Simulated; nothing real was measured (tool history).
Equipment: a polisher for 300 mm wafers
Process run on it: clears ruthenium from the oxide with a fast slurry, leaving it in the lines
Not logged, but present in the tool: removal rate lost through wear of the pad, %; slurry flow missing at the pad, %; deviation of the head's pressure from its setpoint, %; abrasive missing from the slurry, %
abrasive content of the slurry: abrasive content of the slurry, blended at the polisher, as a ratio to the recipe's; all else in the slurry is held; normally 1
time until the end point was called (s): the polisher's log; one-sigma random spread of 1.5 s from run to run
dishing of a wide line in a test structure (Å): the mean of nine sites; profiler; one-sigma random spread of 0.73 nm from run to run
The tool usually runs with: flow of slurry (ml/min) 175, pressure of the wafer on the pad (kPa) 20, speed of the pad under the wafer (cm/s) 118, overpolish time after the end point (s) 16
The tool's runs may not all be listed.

run   hour  flow of slurry (ml/min)  pressure of the wafer on the pad (kPa)  speed of the pad under the wafer (cm/s)  abrasive content of the slurry  overpolish time after the end point (s)  wafers since the last listed run  wafers polished on this pad  hours since the slurry nozzle was cleaned  hours since the head pressure was calibrated  hours since the slurry blender was calibrated  incoming thickness of the incoming film, nm  time until the end point was called (s)  dishing of a wide line in a test structure (Å)
  1      0                      195                                      20                                      118                             0.8                                       16                                 0                          907                                         60                                         705.6                                          147.9                                        299.1                                     93.4                                             432
  2   33.3                      175                                      20                                      118                               1                                       16                               347                         1254                                       93.3                                         738.9                                          181.2                                        297.4                                     82.6                                             474
  3   61.2                      175                                      20                                      118                               1                                       16                               291                         1545                                      121.2                                         766.8                                          209.1                                          298                                     84.9                                             470
      67.8  -- head pressure recalibrated
  4   83.4                      175                                      20                                      118                               1                                       16                               210                         1756                                      143.4                                          15.6                                          231.3                                        300.7                                     89.1                                             455
  5  108.6                      175                                      20                                      118                               1                                       16                               262                         2019                                      168.6                                          40.8                                          256.5                                        295.7                                     86.9                                             456
  6  126.3                      175                                      20                                      118                               1                                       16                               184                         2204                                      186.3                                          58.5                                          274.2                                          300                                     91.1                                             436
     155.4  -- slurry blender recalibrated
  7  159.6                      175                                      20                                      118                               1                                       16                               326                         2530                                      219.6                                          91.8                                            4.2                                        301.7                                       96                                             434
     171.8  -- worn pad replaced by a new one, of another model than before
  8  189.2                      175                                    24.8                                      118                             1.1                                       22                               267                          181                                      249.2                                         121.4                                           33.8                                        300.4                                       69                                             730
  9  205.4                      115                                    16.5                                      118                             0.9                                       16                               169                          350                                      265.4                                         137.6                                             50                                        303.6                                    106.1                                             390
 10  219.3                      175                                      20                                      118                            1.15                                       19                               145                          495                                      279.3                                         151.5                                           63.9                                        300.8                                     78.1                                             595
 11  246.1                      175                                      20                                      118                               1                                       21                               279                          774                                      306.1                                         178.3                                           90.7                                        301.5                                     84.5                                             620
 12  281.9                      175                                      20                                      118                               1                                       16                               373                         1148                                      341.9                                         214.1                                          126.5                                        298.7                                     81.8                                             465
 13  294.5                      115                                    16.5                                      118                             0.9                                       16                               131                         1279                                      354.5                                         226.7                                          139.1                                        301.3                                    104.1                                             391
 14  322.8                      175                                      20                                      142                               1                                       16                               295                         1575                                      382.8                                           255                                          167.4                                        301.6                                     75.6                                             520
 15  343.4                      175                                      20                                      148                             0.8                                        6                               214                         1790                                      403.4                                         275.6                                            188                                        305.7                                     88.5                                             194
 16  367.9                      175                                      20                                      118                               1                                       16                               255                         2045                                      427.9                                         300.1                                          212.5                                        302.9                                     88.3                                             457
 17  387.7                      195                                      20                                      118                             0.8                                       16                               206                         2252                                      447.7                                         319.9                                          232.3                                        299.2                                    104.2                                             397
     399.1  -- worn pad replaced by a new one
 18    407                      205                                    17.9                                      118                             1.3                                        8                               159                           82                                        467                                         339.2                                          251.6                                        299.2                                     75.4                                             290
     439.6  -- slurry nozzle cleaned
 19  440.9                      175                                      20                                      146                             0.8                                       16                               343                          425                                        1.3                                         373.1                                          285.5                                        301.2                                       79                                             495
 20  469.1                      145                                      20                                      118                             1.1                                       22                               294                          719                                       29.5                                         401.3                                          313.7                                        299.2                                     83.2                                             643
 21  498.1                      175                                      20                                      118                               1                                       16                               302                         1022                                       58.5                                         430.3                                          342.7                                        301.1                                     83.6                                             480
 22  524.9                      175                                    13.8                                      118                               1                                       16                               279                         1302                                       85.3                                         457.1                                          369.5                                        306.9                                      102                                             406
     531.6  -- slurry blender recalibrated
 23    538                      175                                      20                                      118                               1                                       16                               115                         1417                                       98.4                                         470.2                                            6.4                                        298.3                                     86.1                                             477
 24  551.5                      175                                    14.5                                      118                             1.2                                       16                               140                         1558                                      111.9                                         483.7                                           19.9                                        297.2                                     92.7                                             449
 25  577.8                      175                                      20                                      118                               1                                        7                               274                         1833                                      138.2                                           510                                           46.2                                        299.7                                     87.6                                             217
     596.3  -- worn pad replaced by a new one
 26  608.5                      175                                      20                                      118                               1                                       16                               278                          127                                      168.9                                         540.7                                           76.9                                        299.8                                       80                                             506
 27  641.3                      125                                      20                                      118                             0.7                                       10                               342                          469                                      201.7                                         573.5                                          109.7                                        299.8                                    111.8                                             248
 28  662.9                      175                                      20                                      118                               1                                       16                               225                          694                                      223.3                                         595.1                                          131.3                                        294.3                                     81.8                                             494

Here are 4 independent what-if runs from the current tool condition. What would each one return?
  A  663.4                      175                                    16.5                                      118                               1                                       16                                 5                          700                                      223.8                                         595.6                                          131.8                                        299.2                                        ?                                               ?
  B  663.4                      205                                    22.1                                      118                            0.85                                       12                                 5                          700                                      223.8                                         595.6                                          131.8                                        299.2                                        ?                                               ?
  C  663.4                      225                                    22.1                                      118                               1                                       16                                 5                          700                                      223.8                                         595.6                                          131.8                                        299.2                                        ?                                               ?
  D  663.4                      220                                    25.5                                      118                            1.25                                       16                                 5                          700                                      223.8                                         595.6                                          131.8                                        299.2                                        ?                                               ?

run  time until the end point was called (s)  dishing of a wide line in a test structure (Å)
  A                                     89.8                                             449
  B                                       85                                             365
  C                                     76.1                                             519
  D                                     63.3                                             607
What these runs would have given with no unlogged condition in the tool:
run  time until the end point was called (s)  dishing of a wide line in a test structure (Å)
  A                                       88                                             458
  B                                     83.2                                             372
  C                                     74.5                                             529
  D                                       62                                             618
